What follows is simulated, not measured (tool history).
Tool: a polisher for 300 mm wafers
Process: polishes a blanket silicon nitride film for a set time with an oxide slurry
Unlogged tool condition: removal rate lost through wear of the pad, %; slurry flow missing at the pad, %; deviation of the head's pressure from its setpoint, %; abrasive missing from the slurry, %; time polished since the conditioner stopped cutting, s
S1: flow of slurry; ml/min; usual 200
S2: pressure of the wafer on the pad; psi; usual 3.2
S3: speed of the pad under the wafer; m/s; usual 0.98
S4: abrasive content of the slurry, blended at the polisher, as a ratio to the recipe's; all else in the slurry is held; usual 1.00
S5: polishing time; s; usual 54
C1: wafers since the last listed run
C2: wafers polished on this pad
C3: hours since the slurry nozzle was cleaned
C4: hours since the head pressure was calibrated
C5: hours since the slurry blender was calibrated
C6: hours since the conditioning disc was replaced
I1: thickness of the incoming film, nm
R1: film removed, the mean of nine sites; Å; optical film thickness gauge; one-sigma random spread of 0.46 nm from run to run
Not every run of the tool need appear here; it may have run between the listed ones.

Run 1, hour 0.0: usual settings but S2 4.1 psi; C1 0; C2 1046; C3 252.8; C4 110.5; C5 124.3; C6 386.2; I1 262.2. Result: R1 441 Å.
Run 2, hour 69.8: usual settings; C1 491; C2 1537; C3 322.6; C4 180.3; C5 194.1; C6 456.0; I1 255.5. Result: R1 340 Å.
Run 3, hour 148.1: usual settings but S2 3.4 psi, S5 59 s; C1 551; C2 2088; C3 400.9; C4 258.6; C5 272.4; C6 534.3; I1 258.5. Result: R1 379 Å.
Run 4, hour 185.2: usual settings; C1 261; C2 2349; C3 438.0; C4 295.7; C5 309.5; C6 571.4; I1 259.1. Result: R1 333 Å.
At hour 228.0: conditioning disc replaced and pad reconditioned.
At hour 262.0: slurry nozzle cleaned.
Run 5, hour 274.1: usual settings; C1 604; C2 2954; C3 12.1; C4 384.6; C5 398.4; C6 46.1; I1 255.9. Result: R1 335 Å.
At hour 321.3: worn pad replaced by a new one.
At hour 467.3: slurry blender recalibrated.
Run 6, hour 485.8: usual settings but S3 0.88 m/s; C1 1447; C2 1143; C3 223.8; C4 596.3; C5 18.5; C6 257.8; I1 258.2. Result: R1 309 Å.
Run 7, hour 535.7: usual settings but S3 0.88 m/s; C1 351; C2 1495; C3 273.7; C4 646.2; C5 68.4; C6 307.7; I1 263.3. Result: R1 313 Å.
Run 8, hour 633.2: usual settings but S3 0.88 m/s; C1 686; C2 2181; C3 371.2; C4 743.7; C5 165.9; C6 405.2; I1 264.0. Result: R1 304 Å.
Run 9, hour 727.2: usual settings; C1 661; C2 2842; C3 465.2; C4 837.7; C5 259.9; C6 499.2; I1 255.8. Result: R1 330 Å.
At hour 808.3: conditioning disc replaced and pad reconditioned.
Run 10, hour 822.9: usual settings; C1 659; C2 3502; C3 560.9; C4 933.4; C5 355.6; C6 14.6; I1 256.6. Result: R1 330 Å.
At hour 859.6: slurry nozzle cleaned.
Run 11, hour 871.7: usual settings; C1 336; C2 3838; C3 12.1; C4 982.2; C5 404.4; C6 63.4; I1 259.9. Result: R1 327 Å.
At hour 916.0: worn pad replaced by a new one.
At hour 963.2: head pressure recalibrated.
Run 12, hour 963.7: usual settings but S5 58 s; C1 605; C2 321; C3 104.1; C4 0.5; C5 496.4; C6 155.4; I1 262.0. Result: R1 335 Å.
At hour 998.9: slurry blender recalibrated.
Run 13, hour 1043.9: usual settings but S1 260 ml/min, S5 43 s; C1 550; C2 871; C3 184.3; C4 80.7; C5 45.0; C6 235.6; I1 263.0. Result: R1 244 Å.
Run 14, hour 1116.7: usual settings; C1 512; C2 1384; C3 257.1; C4 153.5; C5 117.8; C6 308.4; I1 256.0. Result: R1 301 Å.
Run 15, hour 1207.1: usual settings but S4 1.25, S5 38 s; C1 636; C2 2020; C3 347.5; C4 243.9; C5 208.2; C6 398.8; I1 259.5. Result: R1 237 Å.
At hour 1320.3: conditioning disc replaced and pad reconditioned.
At hour 1337.7: slurry nozzle cleaned.
At hour 1434.1: worn pad replaced by a new one, repeated, since the last time left the tool worse.
Run 16, hour 1474.8: usual settings but S2 4.3 psi, S3 1.26 m/s, S4 0.80, S5 70 s; C1 1834; C2 286; C3 137.1; C4 511.6; C5 475.9; C6 154.5; I1 264.5. Result: R1 633 Å.
At hour 1477.2: slurry blender recalibrated.
Run 17, hour 1552.9: usual settings but S2 2.2 psi, S5 40 s; C1 535; C2 821; C3 215.2; C4 589.7; C5 75.7; C6 232.6; I1 258.7. Result: R1 180 Å.
Run 18, hour 1633.0: usual settings but S2 2.5 psi, S5 61 s; C1 563; C2 1385; C3 295.3; C4 669.8; C5 155.8; C6 312.7; I1 260.6. Result: R1 297 Å.
At hour 1804.3: conditioning disc replaced and pad reconditioned.
At hour 1901.2: slurry nozzle cleaned.
Run 19, hour 1956.0: usual settings but S1 140 ml/min, S2 2.5 psi; C1 2252; C2 3637; C3 54.8; C4 992.8; C5 478.8; C6 151.7; I1 258.2. Result: R1 246 Å.
At hour 1971.2: slurry blender recalibrated.
Run 20, hour 2014.7: usual settings but S2 4.1 psi, S3 0.88 m/s; C1 399; C2 4037; C3 113.5; C4 1051.5; C5 43.5; C6 210.4; I1 261.8. Result: R1 374 Å.
At hour 2058.8: worn pad replaced by a new one.
At hour 2086.3: head pressure recalibrated.
Run 21, hour 2086.8: usual settings but S2 2.3 psi, S3 0.86 m/s; C1 465; C2 183; C3 185.6; C4 0.5; C5 115.6; C6 282.5; I1 260.4. Result: R1 232 Å.
Run 22, hour 2148.4: usual settings; C1 433; C2 616; C3 247.2; C4 62.1; C5 177.2; C6 344.1; I1 257.9. Result: R1 342 Å.
Run 23, hour 2253.0: usual settings but S2 3.8 psi, S3 0.68 m/s; C1 736; C2 1353; C3 351.8; C4 166.7; C5 281.8; C6 448.7; I1 262.2. Result: R1 288 Å.
Run 24, hour 2316.4: usual settings but S4 0.80; C1 446; C2 1799; C3 415.2; C4 230.1; C5 345.2; C6 512.1; I1 257.0. Result: R1 291 Å.
At hour 2337.2: conditioning disc replaced and pad reconditioned.
At hour 2455.5: slurry blender recalibrated.
At hour 2513.2: slurry nozzle cleaned.
At hour 2582.7: worn pad replaced by a new one.
Run 25, hour 2634.8: usual settings but S5 59 s; C1 2177; C2 366; C3 121.6; C4 548.5; C5 179.3; C6 297.6; I1 258.9. Result: R1 372 Å.
Run 26, hour 2737.4: usual settings; C1 722; C2 1088; C3 224.2; C4 651.1; C5 281.9; C6 400.2; I1 262.2. Result: R1 344 Å.

Table of differences, measured result less the result of that run with no hidden state. Run-to-run variation is the same in both. Gauge scatter possibly is not:
run   R1
  1  -22
  2  -21
  3  -26
  4  -23
  5  -25
  6  -15
  7  -18
  8  -20
  9  -24
 10  -25
 11  -26
 12  -48
 13  -42
 14  -56
 15  -47
 16  -14
 17   -8
 18  -17
 19  -20
 20  -30
 21   -5
 22  -13
 23  -17
 24  -19
 25   -9
 26  -17

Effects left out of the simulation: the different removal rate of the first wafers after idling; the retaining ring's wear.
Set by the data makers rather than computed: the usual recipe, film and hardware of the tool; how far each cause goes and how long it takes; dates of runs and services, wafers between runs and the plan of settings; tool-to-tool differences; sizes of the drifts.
